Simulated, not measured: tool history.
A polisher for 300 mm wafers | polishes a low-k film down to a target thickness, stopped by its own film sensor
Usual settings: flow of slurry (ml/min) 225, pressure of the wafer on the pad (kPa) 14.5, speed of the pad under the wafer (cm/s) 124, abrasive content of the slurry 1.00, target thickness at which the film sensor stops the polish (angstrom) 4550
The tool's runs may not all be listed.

| run | hour | flow of slurry (ml/min) | pressure of the wafer on the pad (kPa) | speed of the pad under the wafer (cm/s) | abrasive content of the slurry | target thickness at which the film sensor stops the polish (angstrom) | incoming thickness of the incoming film, nm | time until the film sensor stopped the polish (s) |
|---|---|---|---|---|---|---|---|---|
| 1 | 0.0 | 205 | 14.5 | 124 | 1.00 | 4550 | 530.2 | 198.3 |
| 2 | 32.2 | 205 | 14.5 | 124 | 1.00 | 4550 | 536.3 | 234.9 |
|  | 44.3 | conditioning disc replaced and pad reconditioned |
|  | 61.0 | worn pad replaced by a new one |
| 3 | 61.5 | 225 | 14.5 | 124 | 1.00 | 4550 | 525.1 | 171.6 |
| 4 | 78.4 | 225 | 14.5 | 124 | 0.90 | 4550 | 524.0 | 188.2 |
| 5 | 94.8 | 225 | 14.5 | 124 | 0.90 | 4550 | 529.0 | 212.7 |
|  | 118.2 | head pressure recalibrated |
| 6 | 128.7 | 225 | 14.5 | 124 | 0.90 | 4550 | 529.6 | 214.9 |
| 7 | 154.9 | 225 | 14.5 | 124 | 1.00 | 4550 | 531.2 | 216.3 |
|  | 211.0 | conditioning disc replaced and pad reconditioned |
|  | 226.3 | worn pad replaced by a new one |
| 8 | 226.8 | 225 | 14.5 | 124 | 1.00 | 4550 | 531.5 | 201.2 |
| 9 | 255.8 | 225 | 14.5 | 124 | 1.00 | 4550 | 535.1 | 208.5 |
|  | 278.2 | slurry blender recalibrated |
| 10 | 278.7 | 225 | 14.5 | 124 | 1.00 | 4550 | 541.1 | 197.3 |
| 11 | 312.2 | 190 | 14.5 | 124 | 0.80 | 4550 | 539.5 | 236.4 |
| 12 | 340.2 | 225 | 14.5 | 154 | 1.00 | 4550 | 522.5 | 139.2 |
|  | 375.6 | conditioning disc replaced and pad reconditioned |
| 13 | 376.1 | 225 | 14.5 | 124 | 1.00 | 4550 | 524.2 | 185.4 |
| 14 | 388.8 | 225 | 11.7 | 124 | 0.75 | 4370 | 537.0 | 383.8 |
| 15 | 408.2 | 195 | 14.5 | 158 | 1.00 | 4550 | 529.8 | 177.7 |
|  | 422.9 | worn pad replaced by a new one |
| 16 | 441.1 | 225 | 14.5 | 96 | 1.00 | 4770 | 526.9 | 147.3 |
|  | 446.5 | head pressure recalibrated |
| 17 | 471.4 | 225 | 14.5 | 124 | 1.00 | 4550 | 535.2 | 206.1 |
| 18 | 497.0 | 225 | 14.5 | 86 | 0.80 | 4550 | 534.0 | 311.2 |
|  | 508.1 | slurry nozzle cleaned |
| 19 | 518.5 | 225 | 14.5 | 146 | 1.00 | 4310 | 535.5 | 248.0 |
|  | 522.3 | conditioning disc replaced and pad reconditioned |
| 20 | 551.8 | 225 | 10.3 | 166 | 1.00 | 4550 | 539.4 | 251.9 |
| 21 | 566.1 | 245 | 14.5 | 124 | 1.00 | 4550 | 525.0 | 195.9 |
|  | 583.9 | worn pad replaced by a new one |
| 22 | 594.5 | 225 | 14.5 | 124 | 1.00 | 4550 | 532.4 | 200.2 |
| 23 | 606.9 | 225 | 14.5 | 124 | 1.00 | 4470 | 537.2 | 233.2 |
| 24 | 641.3 | 185 | 9.7 | 124 | 1.20 | 4620 | 524.9 | 220.0 |
| 25 | 675.3 | 225 | 14.5 | 124 | 1.00 | 4550 | 529.5 | 201.3 |

4 ways to go on from here, each from the tool as it stands after run 25. What would each give?
| A | 675.8 | 225 | 14.5 | 148 | 1.00 | 4550 | 524.8 | ? |
| B | 675.8 | 225 | 14.5 | 124 | 1.25 | 4470 | 524.8 | ? |
| C | 675.8 | 225 | 14.5 | 124 | 1.00 | 4390 | 524.8 | ? |
| D | 675.8 | 260 | 14.5 | 146 | 1.20 | 4620 | 524.8 | ? |

| run | time until the film sensor stopped the polish (s) |
|---|---|
| A | 171.2 |
| B | 190.6 |
| C | 239.9 |
| D | 137.1 |
Without the tool's hidden state the same runs would have given:
| run | time until the film sensor stopped the polish (s) |
|---|---|
| A | 131.8 |
| B | 150.2 |
| C | 184.7 |
| D | 107.6 |
